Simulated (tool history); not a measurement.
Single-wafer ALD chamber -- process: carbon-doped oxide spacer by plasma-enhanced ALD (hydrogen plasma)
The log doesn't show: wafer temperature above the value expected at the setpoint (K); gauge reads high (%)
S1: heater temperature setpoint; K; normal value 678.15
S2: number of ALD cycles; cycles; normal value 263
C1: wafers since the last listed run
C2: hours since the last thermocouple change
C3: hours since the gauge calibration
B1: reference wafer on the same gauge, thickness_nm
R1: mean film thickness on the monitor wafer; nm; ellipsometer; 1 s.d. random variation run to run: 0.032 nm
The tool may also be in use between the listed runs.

run 1 hour=0 | S1=678.15 S2=229 | C1=0 C2=1094.4 C3=438.8 | B1=14.581 | R1=11.207
run 2 hour=13.5 | S1=678.15 S2=229 | C1=12 C2=1107.9 C3=452.3 | B1=14.573 | R1=11.221
run 3 hour=43.8 | S1=678.15 S2=263 | C1=27 C2=1138.2 C3=482.6 | B1=14.604 | R1=12.847
run 4 hour=59.2 | S1=678.15 S2=263 | C1=14 C2=1153.6 C3=498 | B1=14.621 | R1=12.849
run 5 hour=121.9 | S1=678.15 S2=263 | C1=57 C2=1216.3 C3=560.7 | B1=14.6 | R1=12.825
run 6 hour=135.8 | S1=678.15 S2=263 | C1=12 C2=1230.2 C3=574.6 | B1=14.626 | R1=12.916
-- hour=136.9 gauge calibrated
run 7 hour=196.7 | S1=678.15 S2=263 | C1=55 C2=1291.1 C3=59.8 | B1=14.602 | R1=12.805
run 8 hour=220.7 | S1=678.15 S2=263 | C1=21 C2=1315.1 C3=83.8 | B1=14.604 | R1=12.788
run 9 hour=244.5 | S1=678.15 S2=263 | C1=21 C2=1338.9 C3=107.6 | B1=14.607 | R1=12.785
run 10 hour=279.4 | S1=678.15 S2=263 | C1=31 C2=1373.8 C3=142.5 | B1=14.602 | R1=12.858
run 11 hour=311 | S1=678.15 S2=263 | C1=28 C2=1405.4 C3=174.1 | B1=14.603 | R1=12.827
run 12 hour=330.2 | S1=678.15 S2=263 | C1=17 C2=1424.6 C3=193.3 | B1=14.573 | R1=12.772
run 13 hour=404.8 | S1=678.15 S2=263 | C1=68 C2=1499.2 C3=267.9 | B1=14.601 | R1=12.844
run 14 hour=433.4 | S1=686.15 S2=263 | C1=26 C2=1527.8 C3=296.5 | B1=14.601 | R1=12.479
run 15 hour=451.7 | S1=678.15 S2=292 | C1=16 C2=1546.1 C3=314.8 | B1=14.6 | R1=14.256
run 16 hour=465.4 | S1=678.15 S2=292 | C1=12 C2=1559.8 C3=328.5 | B1=14.622 | R1=14.174
run 17 hour=482.4 | S1=678.15 S2=263 | C1=15 C2=1576.8 C3=345.5 | B1=14.606 | R1=12.778
run 18 hour=500.3 | S1=678.15 S2=263 | C1=16 C2=1594.7 C3=363.4 | B1=14.58 | R1=12.816
run 19 hour=516.5 | S1=678.15 S2=263 | C1=14 C2=1610.9 C3=379.6 | B1=14.592 | R1=12.825
run 20 hour=536 | S1=678.15 S2=242 | C1=17 C2=1630.4 C3=399.1 | B1=14.579 | R1=11.72
run 21 hour=561.8 | S1=678.15 S2=242 | C1=23 C2=1656.2 C3=424.9 | B1=14.603 | R1=11.757
run 22 hour=595.7 | S1=678.15 S2=242 | C1=31 C2=1690.1 C3=458.8 | B1=14.59 | R1=11.761
run 23 hour=621.6 | S1=678.15 S2=263 | C1=23 C2=1716 C3=484.7 | B1=14.616 | R1=12.751
run 24 hour=640.4 | S1=682.15 S2=235 | C1=17 C2=1734.8 C3=503.5 | B1=14.601 | R1=11.267
run 25 hour=657.8 | S1=668.15 S2=218 | C1=15 C2=1752.2 C3=520.9 | B1=14.595 | R1=10.934
run 26 hour=685.8 | S1=678.15 S2=263 | C1=25 C2=1780.2 C3=548.9 | B1=14.592 | R1=12.818
run 27 hour=712.9 | S1=686.15 S2=280 | C1=24 C2=1807.3 C3=576 | B1=14.601 | R1=13.254
run 28 hour=742 | S1=670.15 S2=222 | C1=26 C2=1836.4 C3=605.1 | B1=14.601 | R1=11.072
-- hour=743.7 gauge calibrated
run 29 hour=777.9 | S1=678.15 S2=263 | C1=32 C2=1872.3 C3=34.2 | B1=14.607 | R1=12.693
run 30 hour=793 | S1=678.15 S2=263 | C1=13 C2=1887.4 C3=49.3 | B1=14.605 | R1=12.775
run 31 hour=888.3 | S1=672.15 S2=292 | C1=87 C2=1982.7 C3=144.6 | B1=14.594 | R1=14.362
run 32 hour=911.6 | S1=669.15 S2=215 | C1=21 C2=2006 C3=167.9 | B1=14.592 | R1=10.724
-- hour=949.1 thermocouple changed; heater temperature recalibrated
run 33 hour=949.6 | S1=690.15 S2=298 | C1=27 C2=0.5 C3=205.9 | B1=14.605 | R1=14.161
run 34 hour=975.2 | S1=674.15 S2=233 | C1=23 C2=26.1 C3=231.5 | B1=14.608 | R1=11.632
run 35 hour=989.1 | S1=678.15 S2=214 | C1=12 C2=40 C3=245.4 | B1=14.573 | R1=10.579
run 36 hour=1024.1 | S1=663.15 S2=263 | C1=32 C2=75 C3=280.4 | B1=14.607 | R1=13.222

Expected results for the next run?
run 37 hour=1045.8 | S1=678.15 S2=263 | C1=19 C2=96.7 C3=302.1 | B1=? | R1=?

{"run 37": {"B1": 14.591, "R1": 13.028}}
Without the tool's hidden state the same run would have given R1 13.013 nm.

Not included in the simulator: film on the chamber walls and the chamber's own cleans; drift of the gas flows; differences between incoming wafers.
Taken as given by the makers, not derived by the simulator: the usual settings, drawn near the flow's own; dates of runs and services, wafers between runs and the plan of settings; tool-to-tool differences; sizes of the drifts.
